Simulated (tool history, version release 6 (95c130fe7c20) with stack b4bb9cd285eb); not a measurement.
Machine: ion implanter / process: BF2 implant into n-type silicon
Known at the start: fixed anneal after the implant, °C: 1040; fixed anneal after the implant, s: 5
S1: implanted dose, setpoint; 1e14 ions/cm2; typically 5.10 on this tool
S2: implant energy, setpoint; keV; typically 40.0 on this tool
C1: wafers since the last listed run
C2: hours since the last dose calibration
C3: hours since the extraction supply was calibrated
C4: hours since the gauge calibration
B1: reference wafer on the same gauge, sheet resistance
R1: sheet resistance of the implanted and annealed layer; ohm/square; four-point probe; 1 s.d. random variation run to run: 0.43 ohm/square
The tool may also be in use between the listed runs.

Run 1, hour 0.0: usual settings; C1 0; C2 1175.7; C3 5265.1; C4 175.5; B1 213.97. Result: R1 245.43 ohm/square.
Run 2, hour 17.4: usual settings; C1 202; C2 1193.1; C3 5282.5; C4 192.9; B1 213.88. Result: R1 246.31 ohm/square.
Run 3, hour 24.0: usual settings; C1 76; C2 1199.7; C3 5289.1; C4 199.5; B1 214.03. Result: R1 245.13 ohm/square.
Run 4, hour 39.5: usual settings; C1 180; C2 1215.2; C3 5304.6; C4 215.0; B1 213.98. Result: R1 245.79 ohm/square.
Run 5, hour 55.3: usual settings; C1 184; C2 1231.0; C3 5320.4; C4 230.8; B1 213.99. Result: R1 245.82 ohm/square.
Run 6, hour 62.9: usual settings; C1 88; C2 1238.6; C3 5328.0; C4 238.4; B1 214.00. Result: R1 245.44 ohm/square.
Run 7, hour 69.1: usual settings; C1 72; C2 1244.8; C3 5334.2; C4 244.6; B1 213.99. Result: R1 245.51 ohm/square.
Run 8, hour 84.1: usual settings; C1 174; C2 1259.8; C3 5349.2; C4 259.6; B1 214.01. Result: R1 245.55 ohm/square.
Run 9, hour 99.1: usual settings; C1 174; C2 1274.8; C3 5364.2; C4 274.6; B1 213.96. Result: R1 245.49 ohm/square.
Run 10, hour 108.8: usual settings but S1 6.17 1e14 ions/cm2, S2 47.5 keV; C1 113; C2 1284.5; C3 5373.9; C4 284.3; B1 214.02. Result: R1 204.26 ohm/square.
Run 11, hour 117.9: usual settings but S2 46.5 keV; C1 106; C2 1293.6; C3 5383.0; C4 293.4; B1 214.07. Result: R1 241.67 ohm/square.
Run 12, hour 127.8: usual settings but S1 5.92 1e14 ions/cm2; C1 115; C2 1303.5; C3 5392.9; C4 303.3; B1 214.07. Result: R1 216.58 ohm/square.
At hour 138.9: extraction supply calibrated.
Run 13, hour 145.6: usual settings but S1 5.82 1e14 ions/cm2, S2 30.0 keV; C1 114; C2 1321.3; C3 6.7; C4 321.1; B1 213.94. Result: R1 229.51 ohm/square.
At hour 149.0: gauge calibrated.
Run 14, hour 164.0: usual settings but S1 4.54 1e14 ions/cm2, S2 51.5 keV; C1 214; C2 1339.7; C3 25.1; C4 15.0; B1 213.88. Result: R1 264.41 ohm/square.
Run 15, hour 175.6: usual settings but S2 29.5 keV; C1 135; C2 1351.3; C3 36.7; C4 26.6; B1 213.97. Result: R1 255.24 ohm/square.
At hour 186.0: Faraday cup replaced and dose calibrated.
Run 16, hour 192.5: usual settings but S1 3.95 1e14 ions/cm2, S2 27.5 keV; C1 103; C2 6.5; C3 53.6; C4 43.5; B1 213.96. Result: R1 327.98 ohm/square.
Run 17, hour 208.8: usual settings but S2 26.5 keV; C1 190; C2 22.8; C3 69.9; C4 59.8; B1 213.94. Result: R1 268.25 ohm/square.
Run 18, hour 222.4: usual settings but S1 6.02 1e14 ions/cm2, S2 50.0 keV; C1 158; C2 36.4; C3 83.5; C4 73.4; B1 214.02. Result: R1 215.46 ohm/square.
Run 19, hour 234.9: usual settings but S1 5.52 1e14 ions/cm2; C1 145; C2 48.9; C3 96.0; C4 85.9; B1 213.96. Result: R1 236.78 ohm/square.
Run 20, hour 244.8: usual settings; C1 115; C2 58.8; C3 105.9; C4 95.8; B1 214.05. Result: R1 252.92 ohm/square.
Run 21, hour 252.0: usual settings but S1 5.55 1e14 ions/cm2, S2 33.0 keV; C1 83; C2 66.0; C3 113.1; C4 103.0; B1 214.05. Result: R1 242.16 ohm/square.
Run 22, hour 258.9: usual settings but S1 4.53 1e14 ions/cm2, S2 51.0 keV; C1 80; C2 72.9; C3 120.0; C4 109.9; B1 213.97. Result: R1 273.20 ohm/square.
Run 23, hour 274.7: usual settings; C1 184; C2 88.7; C3 135.8; C4 125.7; B1 213.97. Result: R1 252.76 ohm/square.

Forecast each of these 4 alternatives for the next run:
Run A, hour 275.1: usual settings but S1 4.03 1e14 ions/cm2; C1 4; C2 89.1; C3 136.2; C4 126.1; B1 ?. Result: R1 ?.
Run B, hour 275.1: usual settings but S1 6.48 1e14 ions/cm2, S2 48.0 keV; C1 4; C2 89.1; C3 136.2; C4 126.1; B1 ?. Result: R1 ?.
Run C, hour 275.1: usual settings but S1 6.48 1e14 ions/cm2, S2 32.0 keV; C1 4; C2 89.1; C3 136.2; C4 126.1; B1 ?. Result: R1 ?.
Run D, hour 275.1: usual settings but S1 6.11 1e14 ions/cm2, S2 36.0 keV; C1 4; C2 89.1; C3 136.2; C4 126.1; B1 ?. Result: R1 ?.

run      B1      R1
  A  214.00  309.53
  B  214.00  202.23
  C  214.00  215.61
  D  214.00  220.68
What these runs would have given with no unlogged condition in the tool:
run      R1
  A  312.75
  B  204.33
  C  217.54
  D  222.81

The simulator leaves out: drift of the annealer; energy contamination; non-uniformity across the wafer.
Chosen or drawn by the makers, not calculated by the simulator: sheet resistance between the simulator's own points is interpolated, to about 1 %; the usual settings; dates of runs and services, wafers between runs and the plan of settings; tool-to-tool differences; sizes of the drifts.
